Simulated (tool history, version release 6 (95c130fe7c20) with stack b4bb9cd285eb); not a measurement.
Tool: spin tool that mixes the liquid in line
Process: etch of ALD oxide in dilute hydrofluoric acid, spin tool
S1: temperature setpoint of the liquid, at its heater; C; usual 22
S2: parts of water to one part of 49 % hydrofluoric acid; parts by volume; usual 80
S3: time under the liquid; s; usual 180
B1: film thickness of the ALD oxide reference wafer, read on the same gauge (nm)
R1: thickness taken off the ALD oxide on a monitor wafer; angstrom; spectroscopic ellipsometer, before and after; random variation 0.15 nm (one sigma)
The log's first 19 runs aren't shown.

Run 20, hour 232.1: usual settings; B1 89.99. Result: R1 223.5 angstrom.
Run 21, hour 247.8: usual settings; B1 89.99. Result: R1 223.3 angstrom.
Run 22, hour 259.3: usual settings but S1 19.5 C, S2 40 parts by volume, S3 75 s; B1 90.01. Result: R1 174 angstrom.
At hour 281.2: thermometer replaced.
At hour 287.8: hydrofluoric acid flow meter replaced.
Run 23, hour 292.3: usual settings; B1 90.04. Result: R1 242.4 angstrom.
Run 24, hour 300.9: usual settings but S1 18 C, S2 100 parts by volume; B1 90.02. Result: R1 162.1 angstrom.
Run 25, hour 307.3: usual settings but S1 26.5 C; B1 90.01. Result: R1 292.2 angstrom.
Run 26, hour 317.4: usual settings; B1 90. Result: R1 243.2 angstrom.
Run 27, hour 325.7: usual settings but S3 210 s; B1 89.99. Result: R1 285.1 angstrom.
Run 28, hour 332.8: usual settings but S1 26.5 C, S2 95 parts by volume; B1 90. Result: R1 239.9 angstrom.
Run 29, hour 344.5: usual settings; B1 89.95. Result: R1 242.5 angstrom.
Run 30, hour 358.5: usual settings but S3 225 s; B1 90.01. Result: R1 299.6 angstrom.
Run 31, hour 372.7: usual settings but S1 25 C, S2 120 parts by volume, S3 265 s; B1 90.02. Result: R1 253.9 angstrom.
Run 32, hour 385.8: usual settings but S1 18 C, S3 220 s; B1 89.99. Result: R1 250.8 angstrom.

Forecast each of these 3 alternatives for the next run:
Run A, hour 386.3: usual settings; B1 ?. Result: R1 ?.
Run B, hour 386.3: usual settings but S1 18.5 C, S2 115 parts by volume, S3 115 s; B1 ?. Result: R1 ?.
Run C, hour 386.3: usual settings but S2 50 parts by volume; B1 ?. Result: R1 ?.

run     B1     R1
  A  89.99  240.1
  B  89.99   88.8
  C  89.99  398.6
Without the tool's hidden state the same runs would have given:
run     R1
  A  244.5
  B   90.5
  C    406

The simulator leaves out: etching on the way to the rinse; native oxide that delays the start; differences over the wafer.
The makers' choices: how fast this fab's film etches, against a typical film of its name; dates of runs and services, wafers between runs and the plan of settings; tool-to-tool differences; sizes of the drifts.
